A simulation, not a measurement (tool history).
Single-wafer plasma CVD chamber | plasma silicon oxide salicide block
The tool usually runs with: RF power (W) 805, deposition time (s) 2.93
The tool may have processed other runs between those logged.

run,hour,RF power (W),deposition time (s),"read-back reference wafer on the same gauge, thickness_nm",mean film thickness on the monitor wafer (Å)
1,0,805,2.93,36.9,357.99
2,14.1,695,2.93,36.858,340.85
3,30.8,695,2.93,36.847,340.64
4,43.9,695,2.93,36.924,339.21
5,75.5,745,2.51,36.856,298.27
6,102.1,745,2.51,36.865,298.7
7,131.2,745,2.51,36.882,298.69
8,166.7,805,2.93,36.913,358.27
9,182.7,805,2.93,36.888,357.56
10,195.2,805,3.26,36.916,395.71
11,229.5,805,3.26,36.923,395.16
# hour 246.1: RF generator calibrated
# hour 248.2: showerhead replaced
12,248.7,805,3.26,36.886,397.34
13,276.8,680,3.11,36.867,359.92
14,289.7,870,3.15,36.885,393.68
# hour 300.4: gauge calibrated
15,316.3,805,3.17,36.917,386.02
16,332.1,805,2.93,36.872,357.13
17,346.8,805,2.93,36.896,355.89
18,370.8,860,2.68,36.893,332.77
19,392.5,805,2.93,36.892,356.53
20,416.2,805,2.93,36.913,356.72
21,433.4,890,2.51,36.9,316.27
22,448.8,805,3.13,36.901,379.14
23,469.8,910,2.37,36.902,301.91
24,504,940,2.93,36.895,375.48
25,516.2,945,2.53,36.899,324.77
26,531.1,730,2.61,36.925,308.31
27,559.2,905,3.27,36.867,413

Predict each of these 5 candidate next runs independently; none follows another, all start after run 27:
A,559.6,805,2.93,?,?
B,559.6,805,3.43,?,?
C,559.6,760,2.59,?,?
D,559.6,705,2.93,?,?
E,559.6,855,3.45,?,?

run,"read-back reference wafer on the same gauge, thickness_nm",mean film thickness on the monitor wafer (Å)
A,36.903,357.15
B,36.903,418.1
C,36.903,309.85
D,36.903,342.01
E,36.903,428.83
The same runs, with their run-to-run variation unchanged, on a tool lacking any hidden condition would have given:
run,mean film thickness on the monitor wafer (Å)
A,357.15
B,418.1
C,309.85
D,342.01
E,428.83

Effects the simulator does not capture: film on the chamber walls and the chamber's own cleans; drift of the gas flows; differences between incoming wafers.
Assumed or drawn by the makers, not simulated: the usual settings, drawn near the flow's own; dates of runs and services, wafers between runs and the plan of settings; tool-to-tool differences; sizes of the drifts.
